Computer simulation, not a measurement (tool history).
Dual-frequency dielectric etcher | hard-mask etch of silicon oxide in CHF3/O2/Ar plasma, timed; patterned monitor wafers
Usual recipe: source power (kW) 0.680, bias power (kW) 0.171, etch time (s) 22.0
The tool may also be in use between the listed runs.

run	hour	source power (kW)	bias power (kW)	etch time (s)	wafers since the last listed run	hours since the last wet clean	hours since the last source power generator calibration	hours since the last bias power generator calibration	hours since the last upper electrode change	hours since the gauge calibration	read-back reference wafer on the same gauge, depth_nm	mean etch depth across the wafer (angstrom)
1	0.0	0.680	0.171	22.0	0	272.2	4708.7	2396.8	2874.9	309.2	50.75	454.8
2	60.5	0.680	0.171	22.0	1420	332.7	4769.2	2457.3	2935.4	369.7	50.69	457.9
# hour 121.8: wet clean of the chamber
3	128.3	0.680	0.171	22.0	1028	6.5	4837.0	2525.1	3003.2	437.5	50.72	455.4
4	155.7	0.680	0.171	24.5	643	33.9	4864.4	2552.5	3030.6	464.9	50.68	503.7
5	209.7	0.680	0.171	24.5	1268	87.9	4918.4	2606.5	3084.6	518.9	50.66	502.8
6	259.3	0.680	0.171	24.5	1164	137.5	4968.0	2656.1	3134.2	568.5	50.68	504.7
# hour 271.8: source power generator calibrated
# hour 388.3: gauge calibrated
7	390.1	0.680	0.171	22.0	2978	268.3	118.3	2786.9	3265.0	1.8	50.74	455.6
8	433.4	0.520	0.209	28.0	1016	311.6	161.6	2830.2	3308.3	45.1	50.71	544.3
# hour 520.4: upper electrode replaced
# hour 533.6: wet clean of the chamber
9	534.1	0.510	0.190	25.0	1492	0.5	262.3	2930.9	13.7	145.8	50.70	465.7
# hour 559.7: bias power generator calibrated
10	565.9	0.600	0.200	20.5	652	32.3	294.1	6.2	45.5	177.6	50.72	422.5
11	622.9	0.680	0.171	22.0	1338	89.3	351.1	63.2	102.5	234.6	50.68	458.2
12	659.9	0.840	0.171	25.5	868	126.3	388.1	100.2	139.5	271.6	50.69	580.2
13	703.5	0.680	0.171	22.0	1023	169.9	431.7	143.8	183.1	315.2	50.75	455.8
14	763.3	0.680	0.171	22.0	1404	229.7	491.5	203.6	242.9	375.0	50.72	454.7
15	833.3	0.820	0.171	16.0	1644	299.7	561.5	273.6	312.9	445.0	50.71	363.3

Take each entry between the runs: how does the hidden state at the last listed run before it differ from the hidden state at the first listed run after it?
After run 2, before run 3: wet clean of the chamber (hour 121.8)
  the hidden state is the same at both runs
After run 6, before run 7: source power generator calibrated (hour 271.8); gauge calibrated (hour 388.3)
  the hidden state is the same at both runs
After run 8, before run 9: upper electrode replaced (hour 520.4); wet clean of the chamber (hour 533.6)
  the hidden state is the same at both runs
After run 9, before run 10: bias power generator calibrated (hour 559.7)
  the hidden state is the same at both runs

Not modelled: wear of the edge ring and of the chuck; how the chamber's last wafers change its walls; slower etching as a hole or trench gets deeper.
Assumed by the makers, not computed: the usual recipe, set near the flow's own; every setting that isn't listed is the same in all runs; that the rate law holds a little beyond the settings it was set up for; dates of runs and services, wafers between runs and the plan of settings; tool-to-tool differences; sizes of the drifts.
